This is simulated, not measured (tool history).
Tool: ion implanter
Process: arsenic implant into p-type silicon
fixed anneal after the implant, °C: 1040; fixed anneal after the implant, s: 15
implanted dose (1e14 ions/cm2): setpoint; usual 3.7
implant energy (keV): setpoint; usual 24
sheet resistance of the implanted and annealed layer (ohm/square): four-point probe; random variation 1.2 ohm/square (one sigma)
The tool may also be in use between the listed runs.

run,day,implanted dose (1e14 ions/cm2),implant energy (keV),"read-back reference wafer on the same gauge, sheet resistance",sheet resistance of the implanted and annealed layer (ohm/square)
1,0,3.95,24,269.05,232.37
2,4.296,4.36,24,268.87,215.48
# day 4.479: gauge calibrated
3,7.062,4.36,24,269.06,216.29
4,11.521,3.7,21.5,269.12,248.48
5,14.812,3.7,21.5,268.63,250.14
6,17.808,3.7,21.5,268.82,250.42
7,19.696,3.7,30,269.1,237.93
8,24.112,3.7,30,268.74,241.84
9,27.608,3.7,24,268.78,249.33
10,30.617,4.11,17.5,269.14,238.95
11,33.125,4.11,17.5,268.94,238.88
12,37.154,4.11,17.5,269.45,238.17
13,41.633,2.83,24,269.14,307.74
14,46.075,2.83,24,268.86,304.24
15,48.608,3.7,24,269.02,251
16,52.767,3.7,24,268.92,252.35
# day 55.55: Faraday cup replaced and dose calibrated
17,55.571,4.63,31,269.02,200.17
18,57.954,4.31,30,269.06,210.88
19,59.488,4.74,28.5,268.78,196.91
20,62.538,3.7,24,268.82,244.92
21,66.904,4.41,24,268.99,214.57
22,69.992,3.7,18.5,268.66,253.54
23,73.354,4.5,24,268.62,210.75
# day 73.808: extraction supply calibrated
24,77.596,3.7,32.5,268.8,235.13
# day 78.738: gauge calibrated
25,79.921,3.7,21.5,268.88,249.67
26,83.854,3.01,16,268.88,301.2
27,85.967,3.7,28.5,269.19,239.34
28,89.446,3.7,24,268.98,245.3
29,92.579,2.75,19,268.95,317.4
30,94.2,3.7,24,268.93,243.97
31,98.483,3.7,24,268.84,244.28
32,102.2,3.7,24,269.32,245.62

Forecast each of these 3 alternatives for the next run:
A,102.217,3.11,24,?,?
B,102.217,3.7,31,?,?
C,102.217,2.8,31.5,?,?

run,"read-back reference wafer on the same gauge, sheet resistance",sheet resistance of the implanted and annealed layer (ohm/square)
A,269.2,282.48
B,269.2,239.03
C,269.2,294.76
Without the tool's hidden state the same runs would have given:
run,sheet resistance of the implanted and annealed layer (ohm/square)
A,279.59
B,236.57
C,291.78
